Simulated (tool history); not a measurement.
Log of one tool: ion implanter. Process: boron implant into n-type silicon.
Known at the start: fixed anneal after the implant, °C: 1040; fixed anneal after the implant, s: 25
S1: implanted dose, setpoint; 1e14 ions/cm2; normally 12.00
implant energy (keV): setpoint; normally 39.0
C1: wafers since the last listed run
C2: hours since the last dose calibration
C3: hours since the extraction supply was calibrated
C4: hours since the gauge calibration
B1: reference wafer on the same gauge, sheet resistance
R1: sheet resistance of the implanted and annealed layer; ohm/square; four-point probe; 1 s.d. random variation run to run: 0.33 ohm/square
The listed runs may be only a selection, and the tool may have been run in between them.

run 1 hour=0.0 | S1=13.70 implant_energy_(keV)=39.0 | C1=0 C2=1714.4 C3=2745.3 C4=261.0 | B1=122.94 | R1=88.88
run 2 hour=42.9 | S1=13.70 implant_energy_(keV)=39.0 | C1=1194 C2=1757.3 C3=2788.2 C4=303.9 | B1=122.99 | R1=88.48
run 3 hour=103.0 | S1=12.00 implant_energy_(keV)=39.0 | C1=1672 C2=1817.4 C3=2848.3 C4=364.0 | B1=123.09 | R1=98.94
run 4 hour=160.6 | S1=12.00 implant_energy_(keV)=39.0 | C1=1603 C2=1875.0 C3=2905.9 C4=421.6 | B1=123.01 | R1=99.25
run 5 hour=229.9 | S1=12.00 implant_energy_(keV)=39.0 | C1=1929 C2=1944.3 C3=2975.2 C4=490.9 | B1=123.13 | R1=98.88
run 6 hour=276.0 | S1=12.00 implant_energy_(keV)=32.5 | C1=1283 C2=1990.4 C3=3021.3 C4=537.0 | B1=122.88 | R1=100.83
run 7 hour=325.3 | S1=12.00 implant_energy_(keV)=32.5 | C1=1372 C2=2039.7 C3=3070.6 C4=586.3 | B1=123.10 | R1=100.76
-- hour=358.1 Faraday cup replaced and dose calibrated
run 8 hour=375.1 | S1=13.33 implant_energy_(keV)=44.5 | C1=1163 C2=17.0 C3=3120.4 C4=636.1 | B1=123.06 | R1=87.69
run 9 hour=429.7 | S1=11.06 implant_energy_(keV)=28.5 | C1=1519 C2=71.6 C3=3175.0 C4=690.7 | B1=123.05 | R1=106.75
run 10 hour=469.4 | S1=15.45 implant_energy_(keV)=39.0 | C1=1105 C2=111.3 C3=3214.7 C4=730.4 | B1=122.97 | R1=77.50
-- hour=493.2 Faraday cup replaced and dose calibrated, repeated, since the last time left the tool worse
run 11 hour=507.8 | S1=12.00 implant_energy_(keV)=39.0 | C1=846 C2=14.6 C3=3253.1 C4=768.8 | B1=122.93 | R1=102.37
run 12 hour=559.0 | S1=12.00 implant_energy_(keV)=46.0 | C1=1425 C2=65.8 C3=3304.3 C4=820.0 | B1=123.11 | R1=100.22
-- hour=581.3 gauge calibrated
-- hour=603.3 extraction supply calibrated
run 13 hour=614.5 | S1=14.03 implant_energy_(keV)=39.0 | C1=1322 C2=121.3 C3=11.2 C4=33.2 | B1=122.97 | R1=88.88
run 14 hour=668.5 | S1=12.00 implant_energy_(keV)=39.0 | C1=1503 C2=175.3 C3=65.2 C4=87.2 | B1=123.07 | R1=101.92
run 15 hour=863.6 | S1=13.45 implant_energy_(keV)=27.5 | C1=5430 C2=370.4 C3=260.3 C4=282.3 | B1=122.96 | R1=93.69

Predict each of these 3 candidate next runs independently; none follows another, all start after run 15:
run A hour=864.0 | S1=12.00 implant_energy_(keV)=30.0 | C1=11 C2=370.8 C3=260.7 C4=282.7 | B1=? | R1=?
run B hour=864.0 | S1=13.26 implant_energy_(keV)=47.0 | C1=11 C2=370.8 C3=260.7 C4=282.7 | B1=? | R1=?
run C hour=864.0 | S1=12.00 implant_energy_(keV)=30.5 | C1=11 C2=370.8 C3=260.7 C4=282.7 | B1=? | R1=?

run=A B1=122.99 R1=102.64
run=B B1=122.99 R1=90.99
run=C B1=122.99 R1=102.51
Without the tool's unlogged condition, the same runs would have read:
run=A R1=103.76
run=B R1=92.00
run=C R1=103.63
